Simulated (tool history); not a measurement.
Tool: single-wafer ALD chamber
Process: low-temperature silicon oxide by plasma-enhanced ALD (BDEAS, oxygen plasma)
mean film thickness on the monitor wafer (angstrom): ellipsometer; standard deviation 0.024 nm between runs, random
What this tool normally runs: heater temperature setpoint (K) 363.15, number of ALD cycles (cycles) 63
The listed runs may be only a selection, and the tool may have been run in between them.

run,hour,heater temperature setpoint (K),number of ALD cycles (cycles),wafers since the last listed run,hours since the last thermocouple change,hours since the gauge calibration,"read-back reference wafer on the same gauge, thickness_nm",mean film thickness on the monitor wafer (angstrom)
1,0,367.15,63,0,1833.3,369.9,9.024,96.08
2,45.5,367.15,63,163,1878.8,415.4,9.039,96.42
3,86.4,363.15,63,146,1919.7,456.3,9.03,97.42
4,132.6,363.15,63,165,1965.9,502.5,9.028,97.83
5,187.9,363.15,63,198,2021.2,557.8,9.025,97.63
6,232,363.15,63,157,2065.3,601.9,9.027,98.23
7,275.3,363.15,63,155,2108.6,645.2,9.033,97.82
# hour 321: gauge calibrated
8,347,363.15,63,256,2180.3,26,9.029,98.26
# hour 363.5: thermocouple changed; heater temperature recalibrated
9,400.1,363.15,63,161,36.6,79.1,9.032,95.98
10,430.8,359.15,63,109,67.3,109.8,9.037,97.39
11,493.8,363.15,63,225,130.3,172.8,9.032,96.02
12,520.6,363.15,63,96,157.1,199.6,9.032,96.49
13,557.7,363.15,63,132,194.2,236.7,9.026,95.66
14,611.4,354.15,52,192,247.9,290.4,9.03,81.66
15,660.3,350.15,63,175,296.8,339.3,9.019,99.75
16,760.2,378.15,74,357,396.7,439.2,9.022,107.79
17,786.7,369.15,68,94,423.2,465.7,9.039,102.11
18,842.2,373.15,63,198,478.7,521.2,9.025,92.81
19,875.6,352.15,55,119,512.1,554.6,9.022,86.87

What was the tool's hidden state at every run in the log?
gauge reads high (%): 0 on each run
H1: wafer temperature above the value expected at the setpoint (K)
run,H1
1,-5.67
2,-5.94
3,-6.19
4,-6.47
5,-6.83
6,-7.12
7,-7.41
8,-7.9
9,-0.594
10,-0.6
11,-0.62
12,-0.632
13,-0.653
14,-0.691
15,-0.734
16,-0.845
17,-0.879
18,-0.96
19,-1.01
